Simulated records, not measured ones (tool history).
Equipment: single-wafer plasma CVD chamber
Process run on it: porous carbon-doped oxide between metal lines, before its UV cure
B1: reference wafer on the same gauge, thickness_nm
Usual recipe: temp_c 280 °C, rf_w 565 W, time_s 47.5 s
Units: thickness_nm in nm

{"run": 1, "hour": 0.0, "temp_c": 280, "rf_w": 565, "time_s": 47.5, "B1": 234.051, "thickness_nm": 262.993}
{"run": 2, "hour": 16.5, "temp_c": 280, "rf_w": 565, "time_s": 47.5, "B1": 233.936, "thickness_nm": 263.042}
{"run": 3, "hour": 25.3, "temp_c": 280, "rf_w": 565, "time_s": 47.5, "B1": 233.928, "thickness_nm": 258.535}
{"run": 4, "hour": 33.7, "temp_c": 280, "rf_w": 565, "time_s": 47.5, "B1": 233.768, "thickness_nm": 258.489}
{"run": 5, "hour": 50.7, "temp_c": 280, "rf_w": 565, "time_s": 47.5, "B1": 233.863, "thickness_nm": 259.414}
{"run": 6, "hour": 72.0, "temp_c": 280, "rf_w": 565, "time_s": 47.5, "B1": 233.973, "thickness_nm": 262.141}
{"run": 7, "hour": 86.5, "temp_c": 280, "rf_w": 565, "time_s": 47.5, "B1": 233.507, "thickness_nm": 263.329}
{"run": 8, "hour": 103.1, "temp_c": 280, "rf_w": 565, "time_s": 47.5, "B1": 234.005, "thickness_nm": 262.503}
{"run": 9, "hour": 134.3, "temp_c": 280, "rf_w": 565, "time_s": 47.5, "B1": 233.798, "thickness_nm": 259.92}
{"run": 10, "hour": 151.8, "temp_c": 280, "rf_w": 565, "time_s": 47.5, "B1": 233.79, "thickness_nm": 283.604}
{"run": 11, "hour": 158.3, "temp_c": 280, "rf_w": 565, "time_s": 47.5, "B1": 233.973, "thickness_nm": 281.936}
{"run": 12, "hour": 167.6, "temp_c": 280, "rf_w": 565, "time_s": 47.5, "B1": 234.429, "thickness_nm": 278.895}
{"run": 13, "hour": 195.1, "temp_c": 294, "rf_w": 515, "time_s": 40.1, "B1": 233.999, "thickness_nm": 197.418}
{"run": 14, "hour": 204.0, "temp_c": 280, "rf_w": 565, "time_s": 47.5, "B1": 234.042, "thickness_nm": 274.229}
{"run": 15, "hour": 218.6, "temp_c": 294, "rf_w": 515, "time_s": 40.1, "B1": 234.282, "thickness_nm": 195.963}
{"run": 16, "hour": 225.2, "temp_c": 288, "rf_w": 630, "time_s": 53.2, "B1": 234.149, "thickness_nm": 325.844}
{"run": 17, "hour": 237.0, "temp_c": 285, "rf_w": 610, "time_s": 43.7, "B1": 233.919, "thickness_nm": 263.326}
{"run": 18, "hour": 248.8, "temp_c": 280, "rf_w": 565, "time_s": 52.9, "B1": 234.064, "thickness_nm": 304.164}
{"run": 19, "hour": 264.9, "temp_c": 280, "rf_w": 565, "time_s": 41.4, "B1": 234.072, "thickness_nm": 240.248}
{"run": 20, "hour": 274.1, "temp_c": 280, "rf_w": 565, "time_s": 47.5, "B1": 233.963, "thickness_nm": 272.898}
{"run": 21, "hour": 285.6, "temp_c": 280, "rf_w": 565, "time_s": 47.5, "B1": 233.901, "thickness_nm": 273.821}
{"run": 22, "hour": 306.1, "temp_c": 269, "rf_w": 615, "time_s": 56.5, "B1": 234.17, "thickness_nm": 376.599}
{"run": 23, "hour": 322.8, "temp_c": 280, "rf_w": 565, "time_s": 47.5, "B1": 234.109, "thickness_nm": 270.624}
{"run": 24, "hour": 338.4, "temp_c": 285, "rf_w": 595, "time_s": 47.5, "B1": 233.596, "thickness_nm": 273.629}
{"run": 25, "hour": 353.2, "temp_c": 280, "rf_w": 565, "time_s": 47.5, "B1": 233.927, "thickness_nm": 271.911}
{"run": 26, "hour": 366.7, "temp_c": 280, "rf_w": 535, "time_s": 47.5, "B1": 233.885, "thickness_nm": 252.972}
{"run": 27, "hour": 383.6, "temp_c": 280, "rf_w": 565, "time_s": 47.5, "B1": 233.819, "thickness_nm": 272.352}
{"run": 28, "hour": 395.1, "temp_c": 280, "rf_w": 565, "time_s": 50.8, "B1": 233.872, "thickness_nm": 284.142}
{"run": 29, "hour": 410.8, "temp_c": 280, "rf_w": 565, "time_s": 55.8, "B1": 233.812, "thickness_nm": 316.566}
{"run": 30, "hour": 419.1, "temp_c": 268, "rf_w": 645, "time_s": 47.5, "B1": 234.161, "thickness_nm": 330.715}
{"run": 31, "hour": 433.2, "temp_c": 280, "rf_w": 565, "time_s": 47.5, "B1": 233.835, "thickness_nm": 265.942}
{"run": 32, "hour": 446.0, "temp_c": 280, "rf_w": 525, "time_s": 47.5, "B1": 234.142, "thickness_nm": 247.867}
{"run": 33, "hour": 460.2, "temp_c": 280, "rf_w": 565, "time_s": 47.5, "B1": 234.254, "thickness_nm": 263.133}
{"run": 34, "hour": 474.0, "temp_c": 280, "rf_w": 565, "time_s": 40.6, "B1": 233.675, "thickness_nm": 227.29}
{"run": 35, "hour": 489.2, "temp_c": 291, "rf_w": 565, "time_s": 47.5, "B1": 233.784, "thickness_nm": 249.299}

Withheld: 4 entries from between the runs. Position of each, and hidden state at the listed run before versus the listed run after:
From run 9 to run 10: RF generator calibrated (hour 146.5); thermocouple changed; heater temperature recalibrated (hour 151.3)
  delivered RF power above the setpoint (%): -8.23 -> -1.33
  difference, measured minus the result without the unlogged condition, thickness_nm: -23.507 -> -3.714 nm
From run 13 to run 14: gauge calibrated (hour 202)
  delivered RF power above the setpoint (%): -2.39 -> -2.59
  difference, measured minus the result without the unlogged condition, thickness_nm: -4.881 -> -7.146 nm
From run 14 to run 15: showerhead replaced (hour 218.1)
  delivered RF power above the setpoint (%): -2.59 -> -2.9
  difference, measured minus the result without the unlogged condition, thickness_nm: -7.146 -> -5.931 nm
